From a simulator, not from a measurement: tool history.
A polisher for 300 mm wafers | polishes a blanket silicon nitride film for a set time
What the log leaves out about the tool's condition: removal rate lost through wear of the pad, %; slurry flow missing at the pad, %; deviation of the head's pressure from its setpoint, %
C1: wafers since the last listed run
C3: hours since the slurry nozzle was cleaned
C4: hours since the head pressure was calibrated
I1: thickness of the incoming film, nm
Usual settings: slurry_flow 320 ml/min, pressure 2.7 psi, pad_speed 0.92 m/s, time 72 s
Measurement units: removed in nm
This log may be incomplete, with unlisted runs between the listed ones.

Run 1, hour 0.0: usual settings; C1 0; wafers polished on this pad 75; C3 94.1; C4 700.3; I1 578.9. Result: removed 105.5 nm.
Run 2, hour 10.7: usual settings but pressure 2.3 psi; C1 93; wafers polished on this pad 168; C3 104.8; C4 711.0; I1 586.5. Result: removed 90.7 nm.
Run 3, hour 25.6: usual settings but pressure 2.3 psi; C1 129; wafers polished on this pad 298; C3 119.7; C4 725.9; I1 577.7. Result: removed 91.1 nm.
Run 4, hour 33.2: usual settings; C1 66; wafers polished on this pad 364; C3 127.3; C4 733.5; I1 569.6. Result: removed 103.1 nm.
Run 5, hour 43.4: usual settings; C1 88; wafers polished on this pad 453; C3 137.5; C4 743.7; I1 576.4. Result: removed 107.6 nm.
Run 6, hour 53.3: usual settings; C1 86; wafers polished on this pad 539; C3 147.4; C4 753.6; I1 580.1. Result: removed 105.9 nm.
Run 7, hour 70.2: usual settings; C1 147; wafers polished on this pad 686; C3 164.3; C4 770.5; I1 572.3. Result: removed 107.9 nm.
Run 8, hour 78.4: usual settings but pad_speed 1.00 m/s; C1 71; wafers polished on this pad 758; C3 172.5; C4 778.7; I1 577.3. Result: removed 111.4 nm.
Run 9, hour 84.6: usual settings but pad_speed 1.00 m/s; C1 53; wafers polished on this pad 812; C3 178.7; C4 784.9; I1 589.8. Result: removed 113.0 nm.
Run 10, hour 91.7: usual settings; C1 61; wafers polished on this pad 874; C3 185.8; C4 792.0; I1 578.0. Result: removed 104.9 nm.
At hour 102.2: worn pad replaced by a new one.
Run 11, hour 104.3: usual settings; C1 74; wafers polished on this pad 18; C3 198.4; C4 804.6; I1 579.9. Result: removed 106.5 nm.
Run 12, hour 154.8: usual settings but slurry_flow 365 ml/min; C1 439; wafers polished on this pad 457; C3 248.9; C4 855.1; I1 578.5. Result: removed 107.1 nm.
Run 13, hour 161.2: usual settings; C1 55; wafers polished on this pad 513; C3 255.3; C4 861.5; I1 582.5. Result: removed 106.9 nm.
Run 14, hour 167.6: usual settings; C1 55; wafers polished on this pad 569; C3 261.7; C4 867.9; I1 577.4. Result: removed 105.3 nm.
Run 15, hour 182.1: usual settings; C1 126; wafers polished on this pad 695; C3 276.2; C4 882.4; I1 589.9. Result: removed 104.4 nm.
Run 16, hour 191.5: usual settings but slurry_flow 285 ml/min; C1 81; wafers polished on this pad 777; C3 285.6; C4 891.8; I1 590.6. Result: removed 104.7 nm.
Run 17, hour 204.1: usual settings; C1 109; wafers polished on this pad 886; C3 298.2; C4 904.4; I1 573.5. Result: removed 105.1 nm.
At hour 208.3: worn pad replaced by a new one.
Run 18, hour 215.0: usual settings but pad_speed 0.76 m/s; C1 60; wafers polished on this pad 57; C3 309.1; C4 915.3; I1 578.5. Result: removed 91.9 nm.
Run 19, hour 229.4: usual settings but pad_speed 0.84 m/s, time 57 s; C1 125; wafers polished on this pad 183; C3 323.5; C4 929.7; I1 575.7. Result: removed 78.7 nm.
Run 20, hour 236.8: usual settings but time 50 s; C1 64; wafers polished on this pad 247; C3 330.9; C4 937.1; I1 586.2. Result: removed 73.2 nm.
Run 21, hour 247.8: usual settings but time 93 s; C1 95; wafers polished on this pad 343; C3 341.9; C4 948.1; I1 573.1. Result: removed 138.1 nm.
Run 22, hour 254.9: usual settings but slurry_flow 365 ml/min, pressure 3.0 psi, pad_speed 1.16 m/s, time 48 s; C1 61; wafers polished on this pad 405; C3 349.0; C4 955.2; I1 581.2. Result: removed 94.4 nm.
Run 23, hour 272.3: usual settings but slurry_flow 410 ml/min, pressure 2.4 psi, pad_speed 0.74 m/s, time 60 s; C1 151; wafers polished on this pad 556; C3 366.4; C4 972.6; I1 587.1. Result: removed 67.4 nm.
Run 24, hour 278.4: usual settings; C1 53; wafers polished on this pad 609; C3 372.5; C4 978.7; I1 583.0. Result: removed 105.2 nm.
Run 25, hour 288.4: usual settings but slurry_flow 385 ml/min, pressure 2.2 psi, pad_speed 1.06 m/s, time 88 s; C1 87; wafers polished on this pad 697; C3 382.5; C4 988.7; I1 569.6. Result: removed 119.1 nm.
At hour 293.9: worn pad replaced by a new one.
At hour 293.9: head pressure recalibrated.
Run 26, hour 301.4: usual settings but pressure 2.9 psi, pad_speed 0.74 m/s; C1 77; wafers polished on this pad 64; C3 395.5; C4 7.5; I1 580.3. Result: removed 97.2 nm.
Run 27, hour 318.8: usual settings but pressure 3.1 psi; C1 151; wafers polished on this pad 216; C3 412.9; C4 24.9; I1 582.3. Result: removed 122.1 nm.
At hour 331.0: slurry nozzle cleaned.
Run 28, hour 333.4: usual settings but time 50 s; C1 118; wafers polished on this pad 334; C3 2.4; C4 39.5; I1 580.2. Result: removed 71.5 nm.
Run 29, hour 344.1: usual settings; C1 93; wafers polished on this pad 428; C3 13.1; C4 50.2; I1 588.7. Result: removed 105.5 nm.
Run 30, hour 359.9: usual settings; C1 137; wafers polished on this pad 565; C3 28.9; C4 66.0; I1 576.8. Result: removed 105.7 nm.
Run 31, hour 369.1: usual settings; C1 80; wafers polished on this pad 645; C3 38.1; C4 75.2; I1 576.9. Result: removed 105.7 nm.
Run 32, hour 382.8: usual settings but time 89 s; C1 119; wafers polished on this pad 764; C3 51.8; C4 88.9; I1 577.6. Result: removed 127.3 nm.
At hour 393.2: worn pad replaced by a new one.
Run 33, hour 395.7: usual settings; C1 77; wafers polished on this pad 21; C3 64.7; C4 101.8; I1 587.5. Result: removed 105.9 nm.
Run 34, hour 411.7: usual settings but pressure 3.1 psi, pad_speed 0.70 m/s; C1 139; wafers polished on this pad 160; C3 80.7; C4 117.8; I1 581.7. Result: removed 98.0 nm.
Run 35, hour 427.8: usual settings but time 94 s; C1 140; wafers polished on this pad 300; C3 96.8; C4 133.9; I1 583.0. Result: removed 137.4 nm.
Run 36, hour 434.0: usual settings but slurry_flow 380 ml/min, pressure 3.0 psi, time 53 s; C1 53; wafers polished on this pad 354; C3 103.0; C4 140.1; I1 582.8. Result: removed 86.3 nm.
Run 37, hour 443.9: usual settings but slurry_flow 390 ml/min; C1 86; wafers polished on this pad 440; C3 112.9; C4 150.0; I1 583.4. Result: removed 107.4 nm.

5 ways to go on from here, each from the tool as it stands after run 37. What would each give?
Run A, hour 444.3: usual settings but pressure 3.2 psi; C1 3; wafers polished on this pad 444; C3 113.3; C4 150.4; I1 591.8. Result: removed ?.
Run B, hour 444.3: usual settings but pressure 1.9 psi; C1 3; wafers polished on this pad 444; C3 113.3; C4 150.4; I1 591.8. Result: removed ?.
Run C, hour 444.3: usual settings but time 56 s; C1 3; wafers polished on this pad 444; C3 113.3; C4 150.4; I1 591.8. Result: removed ?.
Run D, hour 444.3: usual settings but pressure 3.5 psi; C1 3; wafers polished on this pad 444; C3 113.3; C4 150.4; I1 591.8. Result: removed ?.
Run E, hour 444.3: usual settings but time 54 s; C1 3; wafers polished on this pad 444; C3 113.3; C4 150.4; I1 591.8. Result: removed ?.

run  removed
  A    126.8
  B     75.3
  C     83.2
  D    138.7
  E     80.3
Had the tool no hidden state, the same runs would have come out as:
run  removed
  A    126.8
  B     75.3
  C     83.2
  D    138.7
  E     80.3
